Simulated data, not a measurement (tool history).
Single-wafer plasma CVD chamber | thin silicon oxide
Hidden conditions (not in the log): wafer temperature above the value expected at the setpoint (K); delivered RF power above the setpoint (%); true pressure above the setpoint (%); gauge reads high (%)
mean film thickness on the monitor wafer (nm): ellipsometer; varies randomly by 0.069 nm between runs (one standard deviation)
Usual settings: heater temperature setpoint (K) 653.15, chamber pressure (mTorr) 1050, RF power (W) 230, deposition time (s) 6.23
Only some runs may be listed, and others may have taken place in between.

run	hour	heater temperature setpoint (K)	chamber pressure (mTorr)	RF power (W)	deposition time (s)	wafers since the last listed run	hours since the last thermocouple change	hours since the last RF generator calibration	hours since the last manometer calibration	hours since the showerhead was replaced	hours since the gauge calibration	read-back reference wafer on the same gauge, thickness_nm	mean film thickness on the monitor wafer (nm)
1	0.0	653.15	1050	265	5.48	0	142.8	500.4	885.8	6994.8	1144.5	12.014	11.953
2	161.8	653.15	1050	265	5.48	3124	304.6	662.2	1047.6	7156.6	1306.3	12.001	11.911
3	212.0	653.15	1050	265	5.48	969	354.8	712.4	1097.8	7206.8	1356.5	11.985	12.006
4	251.9	653.15	1050	230	6.23	770	394.7	752.3	1137.7	7246.7	1396.4	11.989	12.651
5	303.8	653.15	1050	230	6.23	1002	446.6	804.2	1189.6	7298.6	1448.3	12.010	12.709
# hour 339.6: RF generator calibrated
6	340.1	653.15	1050	230	6.23	546	482.9	0.5	1225.9	7334.9	1484.6	12.013	12.687
7	375.7	653.15	1050	230	6.23	687	518.5	36.1	1261.5	7370.5	1520.2	11.975	12.751
8	402.3	653.15	1050	230	6.23	513	545.1	62.7	1288.1	7397.1	1546.8	11.985	12.765
9	429.5	653.15	1050	230	6.23	525	572.3	89.9	1315.3	7424.3	1574.0	11.983	12.672
10	493.5	653.15	1050	230	6.23	1235	636.3	153.9	1379.3	7488.3	1638.0	12.005	12.785
11	564.8	653.15	1050	230	6.23	1376	707.6	225.2	1450.6	7559.6	1709.3	11.991	12.809
12	596.4	653.15	1050	230	6.23	610	739.2	256.8	1482.2	7591.2	1740.9	11.998	12.711
# hour 620.1: showerhead replaced
13	657.7	653.15	1050	230	6.23	1029	800.5	318.1	1543.5	37.6	1802.2	12.039	12.739
14	717.6	653.15	1050	230	6.23	1156	860.4	378.0	1603.4	97.5	1862.1	11.991	12.831
15	763.0	647.15	980	230	5.00	876	905.8	423.4	1648.8	142.9	1907.5	12.001	9.973
16	790.5	653.15	1050	230	6.79	530	933.3	450.9	1676.3	170.4	1935.0	12.023	14.177
# hour 808.2: gauge calibrated
17	841.1	653.15	1050	230	6.23	976	983.9	501.5	1726.9	221.0	32.9	11.987	12.981
18	908.1	653.15	1050	250	6.23	1293	1050.9	568.5	1793.9	288.0	99.9	11.973	13.713
# hour 923.1: capacitance manometer re-zeroed and calibrated
19	939.1	653.15	1050	195	6.23	444	1081.9	599.5	16.0	319.0	130.9	12.009	11.313
20	975.7	653.15	1050	230	5.46	706	1118.5	636.1	52.6	355.6	167.5	11.972	10.940
21	1034.5	653.15	1050	230	6.23	1135	1177.3	694.9	111.4	414.4	226.3	12.009	12.612
22	1070.0	653.15	1050	230	5.25	685	1212.8	730.4	146.9	449.9	261.8	12.024	10.613
# hour 1191.6: RF generator calibrated
# hour 1244.6: thermocouple changed; heater temperature recalibrated
23	1274.7	653.15	1150	275	6.23	3643	30.1	83.1	351.6	654.6	466.5	11.998	14.383
24	1311.0	653.15	790	230	5.34	700	66.4	119.4	387.9	690.9	502.8	12.006	9.004
25	1375.3	653.15	1050	230	6.23	1241	130.7	183.7	452.2	755.2	567.1	12.001	12.618
26	1444.2	653.15	1240	230	6.83	1330	199.6	252.6	521.1	824.1	636.0	12.013	15.164
27	1498.5	653.15	1050	265	5.28	1048	253.9	306.9	575.4	878.4	690.3	11.999	11.570
28	1525.5	659.15	800	230	6.23	521	280.9	333.9	602.4	905.4	717.3	12.012	10.655
29	1586.5	653.15	1200	210	6.70	1177	341.9	394.9	663.4	966.4	778.3	11.979	13.819
30	1615.3	661.15	1050	230	6.23	556	370.7	423.7	692.2	995.2	807.1	11.989	12.465

Give the tool's hidden conditions for every run:
wafer temperature above the value expected at the setpoint (K): 0 in every run
delivered RF power above the setpoint (%): 0 in every run
gauge reads high (%): 0 in every run
H1: true pressure above the setpoint (%)
run	H1
1	1.84
2	2.45
3	2.66
4	2.84
5	3.07
6	3.24
7	3.41
8	3.55
9	3.68
10	4.02
11	4.41
12	4.59
13	4.95
14	5.32
15	5.61
16	5.78
17	6.12
18	6.58
19	0.44
20	0.445
21	0.464
22	0.481
23	0.68
24	0.732
25	0.837
26	0.967
27	1.08
28	1.15
29	1.3
30	1.37
